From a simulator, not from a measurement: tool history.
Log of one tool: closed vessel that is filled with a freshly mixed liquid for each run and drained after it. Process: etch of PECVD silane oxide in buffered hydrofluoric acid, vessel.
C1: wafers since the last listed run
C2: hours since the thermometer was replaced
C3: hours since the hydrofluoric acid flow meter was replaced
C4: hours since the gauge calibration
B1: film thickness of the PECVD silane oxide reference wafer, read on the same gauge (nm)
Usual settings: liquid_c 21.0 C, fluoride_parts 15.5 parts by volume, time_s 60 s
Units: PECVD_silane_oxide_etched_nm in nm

{"run": 1, "hour": 0.0, "liquid_c": 17.5, "fluoride_parts": 15.5, "time_s": 60, "C1": 0, "C2": 306.5, "C3": 129.7, "C4": 1156.6, "B1": 50.01, "PECVD_silane_oxide_etched_nm": 42.29}
{"run": 2, "hour": 102.1, "liquid_c": 17.5, "fluoride_parts": 15.5, "time_s": 60, "C1": 7883, "C2": 408.6, "C3": 231.8, "C4": 1258.7, "B1": 50.0, "PECVD_silane_oxide_etched_nm": 41.85}
{"run": 3, "hour": 196.8, "liquid_c": 21.0, "fluoride_parts": 15.5, "time_s": 60, "C1": 7312, "C2": 503.3, "C3": 326.5, "C4": 1353.4, "B1": 49.99, "PECVD_silane_oxide_etched_nm": 50.82}
{"run": 4, "hour": 253.2, "liquid_c": 21.0, "fluoride_parts": 15.5, "time_s": 60, "C1": 4354, "C2": 559.7, "C3": 382.9, "C4": 1409.8, "B1": 50.04, "PECVD_silane_oxide_etched_nm": 51.4}
{"run": 5, "hour": 292.8, "liquid_c": 21.0, "fluoride_parts": 15.5, "time_s": 60, "C1": 3057, "C2": 599.3, "C3": 422.5, "C4": 1449.4, "B1": 49.98, "PECVD_silane_oxide_etched_nm": 51.49}
{"run": 6, "hour": 386.7, "liquid_c": 21.0, "fluoride_parts": 15.5, "time_s": 60, "C1": 7250, "C2": 693.2, "C3": 516.4, "C4": 1543.3, "B1": 49.99, "PECVD_silane_oxide_etched_nm": 51.68}
{"run": 7, "hour": 488.6, "liquid_c": 21.0, "fluoride_parts": 15.5, "time_s": 60, "C1": 7868, "C2": 795.1, "C3": 618.3, "C4": 1645.2, "B1": 50.01, "PECVD_silane_oxide_etched_nm": 50.85}
{"hour": 541.6, "done": "thermometer replaced"}
{"run": 8, "hour": 609.3, "liquid_c": 21.0, "fluoride_parts": 15.5, "time_s": 60, "C1": 9242, "C2": 67.7, "C3": 739.0, "C4": 1765.9, "B1": 50.02, "PECVD_silane_oxide_etched_nm": 51.2}
{"run": 9, "hour": 650.7, "liquid_c": 20.0, "fluoride_parts": 15.5, "time_s": 60, "C1": 3196, "C2": 109.1, "C3": 780.4, "C4": 1807.3, "B1": 49.99, "PECVD_silane_oxide_etched_nm": 48.5}
{"run": 10, "hour": 712.0, "liquid_c": 20.0, "fluoride_parts": 15.5, "time_s": 60, "C1": 4733, "C2": 170.4, "C3": 841.7, "C4": 1868.6, "B1": 49.97, "PECVD_silane_oxide_etched_nm": 48.3}
{"run": 11, "hour": 750.7, "liquid_c": 20.0, "fluoride_parts": 15.5, "time_s": 60, "C1": 2988, "C2": 209.1, "C3": 880.4, "C4": 1907.3, "B1": 50.0, "PECVD_silane_oxide_etched_nm": 48.44}
{"run": 12, "hour": 847.8, "liquid_c": 21.0, "fluoride_parts": 20.0, "time_s": 60, "C1": 7497, "C2": 306.2, "C3": 977.5, "C4": 2004.4, "B1": 50.02, "PECVD_silane_oxide_etched_nm": 39.57}
{"hour": 855.4, "done": "gauge calibrated"}
{"hour": 925.7, "done": "hydrofluoric acid flow meter replaced"}
{"run": 13, "hour": 930.6, "liquid_c": 21.0, "fluoride_parts": 20.0, "time_s": 60, "C1": 6316, "C2": 389.0, "C3": 4.9, "C4": 75.2, "B1": 49.98, "PECVD_silane_oxide_etched_nm": 39.62}
{"run": 14, "hour": 1029.8, "liquid_c": 21.0, "fluoride_parts": 15.5, "time_s": 80, "C1": 7659, "C2": 488.2, "C3": 104.1, "C4": 174.4, "B1": 49.99, "PECVD_silane_oxide_etched_nm": 67.91}
{"run": 15, "hour": 1079.3, "liquid_c": 25.5, "fluoride_parts": 11.5, "time_s": 30, "C1": 3822, "C2": 537.7, "C3": 153.6, "C4": 223.9, "B1": 49.99, "PECVD_silane_oxide_etched_nm": 43.5}
{"run": 16, "hour": 1119.1, "liquid_c": 17.0, "fluoride_parts": 15.5, "time_s": 60, "C1": 3073, "C2": 577.5, "C3": 193.4, "C4": 263.7, "B1": 49.99, "PECVD_silane_oxide_etched_nm": 41.34}
{"run": 17, "hour": 1173.9, "liquid_c": 21.0, "fluoride_parts": 15.5, "time_s": 60, "C1": 4231, "C2": 632.3, "C3": 248.2, "C4": 318.5, "B1": 49.99, "PECVD_silane_oxide_etched_nm": 51.44}
{"run": 18, "hour": 1260.9, "liquid_c": 21.0, "fluoride_parts": 15.5, "time_s": 60, "C1": 6717, "C2": 719.3, "C3": 335.2, "C4": 405.5, "B1": 49.99, "PECVD_silane_oxide_etched_nm": 51.74}
{"run": 19, "hour": 1353.9, "liquid_c": 21.0, "fluoride_parts": 15.5, "time_s": 60, "C1": 7180, "C2": 812.3, "C3": 428.2, "C4": 498.5, "B1": 50.03, "PECVD_silane_oxide_etched_nm": 50.88}
{"run": 20, "hour": 1417.7, "liquid_c": 18.5, "fluoride_parts": 19.0, "time_s": 60, "C1": 4926, "C2": 876.1, "C3": 492.0, "C4": 562.3, "B1": 49.97, "PECVD_silane_oxide_etched_nm": 36.53}
{"run": 21, "hour": 1474.5, "liquid_c": 25.5, "fluoride_parts": 14.0, "time_s": 45, "C1": 4385, "C2": 932.9, "C3": 548.8, "C4": 619.1, "B1": 50.02, "PECVD_silane_oxide_etched_nm": 53.93}
{"run": 22, "hour": 1575.9, "liquid_c": 21.0, "fluoride_parts": 15.5, "time_s": 60, "C1": 7829, "C2": 1034.3, "C3": 650.2, "C4": 720.5, "B1": 50.03, "PECVD_silane_oxide_etched_nm": 51.04}
{"hour": 1616.2, "done": "thermometer replaced"}
{"run": 23, "hour": 1667.2, "liquid_c": 24.5, "fluoride_parts": 15.5, "time_s": 85, "C1": 6972, "C2": 51.0, "C3": 741.5, "C4": 811.8, "B1": 49.99, "PECVD_silane_oxide_etched_nm": 87.67}
{"run": 24, "hour": 1749.9, "liquid_c": 21.0, "fluoride_parts": 20.0, "time_s": 60, "C1": 6385, "C2": 133.7, "C3": 824.2, "C4": 894.5, "B1": 50.02, "PECVD_silane_oxide_etched_nm": 39.46}
{"run": 25, "hour": 1845.5, "liquid_c": 22.5, "fluoride_parts": 15.5, "time_s": 60, "C1": 7381, "C2": 229.3, "C3": 919.8, "C4": 990.1, "B1": 50.05, "PECVD_silane_oxide_etched_nm": 56.15}
{"run": 26, "hour": 1881.6, "liquid_c": 19.5, "fluoride_parts": 21.0, "time_s": 85, "C1": 2787, "C2": 265.4, "C3": 955.9, "C4": 1026.2, "B1": 49.99, "PECVD_silane_oxide_etched_nm": 49.89}
{"run": 27, "hour": 1951.7, "liquid_c": 21.0, "fluoride_parts": 10.5, "time_s": 95, "C1": 5412, "C2": 335.5, "C3": 1026.0, "C4": 1096.3, "B1": 49.99, "PECVD_silane_oxide_etched_nm": 119.38}
{"run": 28, "hour": 2002.9, "liquid_c": 21.0, "fluoride_parts": 15.5, "time_s": 35, "C1": 3953, "C2": 386.7, "C3": 1077.2, "C4": 1147.5, "B1": 50.01, "PECVD_silane_oxide_etched_nm": 29.89}
{"run": 29, "hour": 2058.8, "liquid_c": 21.0, "fluoride_parts": 10.0, "time_s": 60, "C1": 4316, "C2": 442.6, "C3": 1133.1, "C4": 1203.4, "B1": 49.95, "PECVD_silane_oxide_etched_nm": 77.55}
{"run": 30, "hour": 2135.5, "liquid_c": 21.0, "fluoride_parts": 15.5, "time_s": 60, "C1": 5922, "C2": 519.3, "C3": 1209.8, "C4": 1280.1, "B1": 50.0, "PECVD_silane_oxide_etched_nm": 50.84}
{"run": 31, "hour": 2241.7, "liquid_c": 18.0, "fluoride_parts": 20.5, "time_s": 85, "C1": 8200, "C2": 625.5, "C3": 1316.0, "C4": 1386.3, "B1": 49.97, "PECVD_silane_oxide_etched_nm": 46.66}
{"hour": 2274.8, "done": "hydrofluoric acid flow meter replaced"}
{"run": 32, "hour": 2281.7, "liquid_c": 21.0, "fluoride_parts": 15.5, "time_s": 60, "C1": 3011, "C2": 665.5, "C3": 6.9, "C4": 1426.3, "B1": 49.96, "PECVD_silane_oxide_etched_nm": 51.76}
{"run": 33, "hour": 2419.5, "liquid_c": 24.5, "fluoride_parts": 15.5, "time_s": 50, "C1": 10640, "C2": 803.3, "C3": 144.7, "C4": 1564.1, "B1": 50.02, "PECVD_silane_oxide_etched_nm": 51.77}

The tool's hidden state at each run:
liquid hotter than its thermometer reads (K): 0 in every run
hydrofluoric acid flow above the setpoint (%): 0 in every run
gauge reads high (%): 0 in every run
